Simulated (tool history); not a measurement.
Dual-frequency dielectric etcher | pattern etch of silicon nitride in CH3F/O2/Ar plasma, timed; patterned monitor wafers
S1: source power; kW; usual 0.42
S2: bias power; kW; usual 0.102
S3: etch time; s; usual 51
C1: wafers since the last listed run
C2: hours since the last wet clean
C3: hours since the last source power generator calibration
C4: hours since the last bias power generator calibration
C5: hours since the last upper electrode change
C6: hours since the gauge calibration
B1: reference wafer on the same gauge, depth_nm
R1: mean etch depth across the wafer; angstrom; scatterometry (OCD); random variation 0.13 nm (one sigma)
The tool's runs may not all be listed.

| run | hour | S1 | S2 | S3 | C1 | C2 | C3 | C4 | C5 | C6 | B1 | R1 |
|---|---|---|---|---|---|---|---|---|---|---|---|---|
| 1 | 0 | 0.42 | 0.122 | 44.5 | 0 | 599.4 | 1534.2 | 3982.8 | 2472.6 | 626.9 | 40.6 | 347.1 |
|  | 19.7 | wet clean of the chamber |
| 2 | 63.8 | 0.42 | 0.122 | 44.5 | 606 | 44.1 | 1598 | 4046.6 | 2536.4 | 690.7 | 40.58 | 350.3 |
| 3 | 110 | 0.42 | 0.102 | 51 | 635 | 90.3 | 1644.2 | 4092.8 | 2582.6 | 736.9 | 40.6 | 376.2 |
| 4 | 154.2 | 0.42 | 0.102 | 51 | 607 | 134.5 | 1688.4 | 4137 | 2626.8 | 781.1 | 40.57 | 375.7 |
| 5 | 181.1 | 0.42 | 0.102 | 51 | 369 | 161.4 | 1715.3 | 4163.9 | 2653.7 | 808 | 40.62 | 372 |
| 6 | 240.3 | 0.42 | 0.102 | 40 | 813 | 220.6 | 1774.5 | 4223.1 | 2712.9 | 867.2 | 40.59 | 292.9 |
| 7 | 292 | 0.42 | 0.102 | 51 | 710 | 272.3 | 1826.2 | 4274.8 | 2764.6 | 918.9 | 40.62 | 375.2 |
| 8 | 335.6 | 0.42 | 0.102 | 51 | 599 | 315.9 | 1869.8 | 4318.4 | 2808.2 | 962.5 | 40.64 | 374.3 |
| 9 | 361.6 | 0.42 | 0.102 | 59.5 | 357 | 341.9 | 1895.8 | 4344.4 | 2834.2 | 988.5 | 40.53 | 437.9 |
| 10 | 428.7 | 0.42 | 0.102 | 59.5 | 922 | 409 | 1962.9 | 4411.5 | 2901.3 | 1055.6 | 40.57 | 435.4 |
| 11 | 453.2 | 0.42 | 0.102 | 59.5 | 336 | 433.5 | 1987.4 | 4436 | 2925.8 | 1080.1 | 40.6 | 437 |
| 12 | 505.5 | 0.34 | 0.102 | 51 | 718 | 485.8 | 2039.7 | 4488.3 | 2978.1 | 1132.4 | 40.64 | 340.7 |
|  | 559 | bias power generator calibrated |
|  | 581.6 | upper electrode replaced |
| 13 | 582.1 | 0.34 | 0.102 | 51 | 687 | 562.4 | 2116.3 | 23.1 | 0.5 | 1209 | 40.57 | 340.6 |
|  | 611.6 | wet clean of the chamber |
|  | 622.6 | source power generator calibrated |
| 14 | 633.7 | 0.34 | 0.102 | 51 | 324 | 22.1 | 11.1 | 74.7 | 52.1 | 1260.6 | 40.65 | 351.1 |
| 15 | 696.4 | 0.42 | 0.102 | 51 | 861 | 84.8 | 73.8 | 137.4 | 114.8 | 1323.3 | 40.61 | 384 |
| 16 | 723.7 | 0.42 | 0.102 | 42.5 | 375 | 112.1 | 101.1 | 164.7 | 142.1 | 1350.6 | 40.59 | 320.7 |
|  | 774.3 | gauge calibrated |
| 17 | 789.8 | 0.42 | 0.102 | 58 | 908 | 178.2 | 167.2 | 230.8 | 208.2 | 15.5 | 40.6 | 438.1 |
| 18 | 851.2 | 0.42 | 0.084 | 63 | 844 | 239.6 | 228.6 | 292.2 | 269.6 | 76.9 | 40.6 | 442 |
| 19 | 934.6 | 0.47 | 0.094 | 45 | 1146 | 323 | 312 | 375.6 | 353 | 160.3 | 40.55 | 342.9 |
| 20 | 986.1 | 0.42 | 0.102 | 51 | 707 | 374.5 | 363.5 | 427.1 | 404.5 | 211.8 | 40.65 | 381.3 |
| 21 | 1013.7 | 0.49 | 0.088 | 58 | 379 | 402.1 | 391.1 | 454.7 | 432.1 | 239.4 | 40.59 | 442.1 |
| 22 | 1052.4 | 0.42 | 0.102 | 57.5 | 531 | 440.8 | 429.8 | 493.4 | 470.8 | 278.1 | 40.55 | 430.2 |
| 23 | 1085.1 | 0.47 | 0.124 | 51 | 449 | 473.5 | 462.5 | 526.1 | 503.5 | 310.8 | 40.66 | 426.9 |
|  | 1110.1 | wet clean of the chamber |
| 24 | 1147.2 | 0.42 | 0.102 | 51 | 523 | 37.1 | 524.6 | 588.2 | 565.6 | 372.9 | 40.62 | 382.8 |
| 25 | 1198.5 | 0.42 | 0.102 | 51 | 705 | 88.4 | 575.9 | 639.5 | 616.9 | 424.2 | 40.6 | 381.8 |
| 26 | 1248.9 | 0.42 | 0.102 | 43.5 | 692 | 138.8 | 626.3 | 689.9 | 667.3 | 474.6 | 40.61 | 322.6 |

4 ways to go on from here, each from the tool as it stands after run 26. What would each give?
| A | 1249.3 | 0.42 | 0.102 | 44.5 | 5 | 139.2 | 626.7 | 690.3 | 667.7 | 475 | ? | ? |
| B | 1249.3 | 0.42 | 0.115 | 51 | 5 | 139.2 | 626.7 | 690.3 | 667.7 | 475 | ? | ? |
| C | 1249.3 | 0.42 | 0.09 | 57 | 5 | 139.2 | 626.7 | 690.3 | 667.7 | 475 | ? | ? |
| D | 1249.3 | 0.52 | 0.102 | 51 | 5 | 139.2 | 626.7 | 690.3 | 667.7 | 475 | ? | ? |

| run | B1 | R1 |
|---|---|---|
| A | 40.6 | 331.6 |
| B | 40.6 | 396.3 |
| C | 40.6 | 407 |
| D | 40.6 | 416.4 |
Without the tool's hidden state the same runs would have given:
| run | R1 |
|---|---|
| A | 336 |
| B | 401.5 |
| C | 412.5 |
| D | 421.9 |

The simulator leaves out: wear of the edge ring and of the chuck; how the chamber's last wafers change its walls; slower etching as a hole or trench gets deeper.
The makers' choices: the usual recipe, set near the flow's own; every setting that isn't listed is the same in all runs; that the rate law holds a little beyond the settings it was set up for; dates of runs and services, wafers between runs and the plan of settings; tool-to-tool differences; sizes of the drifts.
